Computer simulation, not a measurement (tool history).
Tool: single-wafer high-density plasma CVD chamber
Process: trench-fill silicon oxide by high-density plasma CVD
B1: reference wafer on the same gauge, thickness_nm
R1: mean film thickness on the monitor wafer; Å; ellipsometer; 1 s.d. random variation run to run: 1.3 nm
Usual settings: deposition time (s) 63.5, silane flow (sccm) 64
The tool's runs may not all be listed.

{"run": 1, "hour": 0.0, "deposition time (s)": 63.5, "silane flow (sccm)": 64, "B1": 393.665, "R1": 4439.26}
{"run": 2, "hour": 49.7, "deposition time (s)": 63.5, "silane flow (sccm)": 64, "B1": 393.736, "R1": 4445.84}
{"run": 3, "hour": 109.0, "deposition time (s)": 63.5, "silane flow (sccm)": 64, "B1": 393.046, "R1": 4434.01}
{"run": 4, "hour": 197.0, "deposition time (s)": 63.5, "silane flow (sccm)": 60, "B1": 393.394, "R1": 4165.09}
{"run": 5, "hour": 243.0, "deposition time (s)": 68.8, "silane flow (sccm)": 64, "B1": 392.968, "R1": 4822.23}
{"run": 6, "hour": 316.0, "deposition time (s)": 68.8, "silane flow (sccm)": 64, "B1": 393.367, "R1": 4840.32}
{"run": 7, "hour": 385.4, "deposition time (s)": 63.5, "silane flow (sccm)": 64, "B1": 393.012, "R1": 4456.49}
{"hour": 460.0, "done": "gauge calibrated"}
{"run": 8, "hour": 478.9, "deposition time (s)": 63.5, "silane flow (sccm)": 67, "B1": 393.139, "R1": 4650.22}

Run 9 is up next; what results do you expect?
{"run": 9, "hour": 539.3, "deposition time (s)": 56.4, "silane flow (sccm)": 59, "B1": "?", "R1": "?"}

Logged for run 9: B1 392.765, R1 3632.08 Å.
Were there no unlogged condition in the tool, this run, its random variation unchanged, would have produced R1 3412.39 Å.

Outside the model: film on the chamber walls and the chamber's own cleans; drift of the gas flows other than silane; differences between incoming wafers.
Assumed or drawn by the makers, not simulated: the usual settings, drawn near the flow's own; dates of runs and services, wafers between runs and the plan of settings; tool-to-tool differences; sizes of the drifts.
